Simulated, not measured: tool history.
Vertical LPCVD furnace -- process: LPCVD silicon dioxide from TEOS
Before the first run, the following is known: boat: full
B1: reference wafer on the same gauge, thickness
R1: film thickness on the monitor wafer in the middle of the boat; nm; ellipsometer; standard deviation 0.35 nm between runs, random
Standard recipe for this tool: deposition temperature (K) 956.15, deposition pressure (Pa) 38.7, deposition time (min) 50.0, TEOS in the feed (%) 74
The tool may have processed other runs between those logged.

Run 1, hour 0.0: usual settings; B1 243.99. Result: R1 240.06 nm.
Run 2, hour 21.3: usual settings; B1 243.98. Result: R1 239.79 nm.
Run 3, hour 43.5: usual settings; B1 243.94. Result: R1 239.56 nm.
Run 4, hour 69.4: usual settings; B1 244.03. Result: R1 240.15 nm.
Run 5, hour 88.0: usual settings; B1 243.98. Result: R1 239.33 nm.
Run 6, hour 107.0: usual settings but TEOS in the feed (%) 77; B1 243.98. Result: R1 244.75 nm.
Run 7, hour 126.9: usual settings but TEOS in the feed (%) 77; B1 243.98. Result: R1 245.61 nm.
Run 8, hour 162.5: usual settings; B1 243.97. Result: R1 240.35 nm.
Run 9, hour 181.7: usual settings; B1 243.99. Result: R1 240.54 nm.
Run 10, hour 207.7: usual settings; B1 244.01. Result: R1 240.24 nm.
At hour 239.6: TEOS flow controller replaced.
Run 11, hour 240.1: usual settings; B1 244.01. Result: R1 240.49 nm.
Run 12, hour 263.3: usual settings; B1 244.05. Result: R1 240.93 nm.
At hour 308.4: thermocouples replaced and temperature profile calibrated.
Run 13, hour 308.9: usual settings but deposition temperature (K) 950.15; B1 243.97. Result: R1 195.93 nm.
Run 14, hour 316.8: usual settings but deposition pressure (Pa) 34.0, deposition time (min) 60.0; B1 243.97. Result: R1 254.70 nm.
Run 15, hour 352.1: usual settings but deposition pressure (Pa) 41.3; B1 243.93. Result: R1 235.37 nm.
At hour 374.5: gauge calibrated.
Run 16, hour 383.2: usual settings but deposition pressure (Pa) 47.3, deposition time (min) 68.0; B1 244.03. Result: R1 345.32 nm.
Run 17, hour 418.3: usual settings; B1 244.03. Result: R1 228.12 nm.
Run 18, hour 464.5: usual settings but deposition pressure (Pa) 34.0, deposition time (min) 44.0, TEOS in the feed (%) 81; B1 243.97. Result: R1 197.21 nm.
At hour 515.8: pressure gauge zeroed.
Run 19, hour 516.3: usual settings but deposition pressure (Pa) 41.3, deposition time (min) 40.5, TEOS in the feed (%) 84; B1 243.99. Result: R1 210.86 nm.
Run 20, hour 523.2: usual settings but deposition pressure (Pa) 44.0, deposition time (min) 67.5, TEOS in the feed (%) 68; B1 244.08. Result: R1 325.92 nm.
Run 21, hour 541.9: usual settings; B1 243.95. Result: R1 236.92 nm.
Run 22, hour 558.5: usual settings but deposition temperature (K) 965.15; B1 243.96. Result: R1 292.35 nm.
Run 23, hour 591.4: usual settings; B1 244.08. Result: R1 237.09 nm.
Run 24, hour 608.4: usual settings but deposition pressure (Pa) 35.3, deposition time (min) 34.5, TEOS in the feed (%) 81; B1 244.03. Result: R1 163.58 nm.
Run 25, hour 621.4: usual settings but deposition temperature (K) 963.15, deposition pressure (Pa) 48.0; B1 243.97. Result: R1 312.33 nm.
Run 26, hour 635.7: usual settings but deposition temperature (K) 968.15, deposition pressure (Pa) 41.3; B1 244.00. Result: R1 325.63 nm.

Run 27 comes next. What will it give?
Run 27, hour 658.6: usual settings but deposition temperature (K) 951.15, deposition pressure (Pa) 48.0, deposition time (min) 64.5, TEOS in the feed (%) 64; B1 ?. Result: R1 ?.

{"run 27": {"B1": 243.97, "R1": 280.72}}
Minus the tool's unlogged condition, the same run would have read R1 274.12 nm.

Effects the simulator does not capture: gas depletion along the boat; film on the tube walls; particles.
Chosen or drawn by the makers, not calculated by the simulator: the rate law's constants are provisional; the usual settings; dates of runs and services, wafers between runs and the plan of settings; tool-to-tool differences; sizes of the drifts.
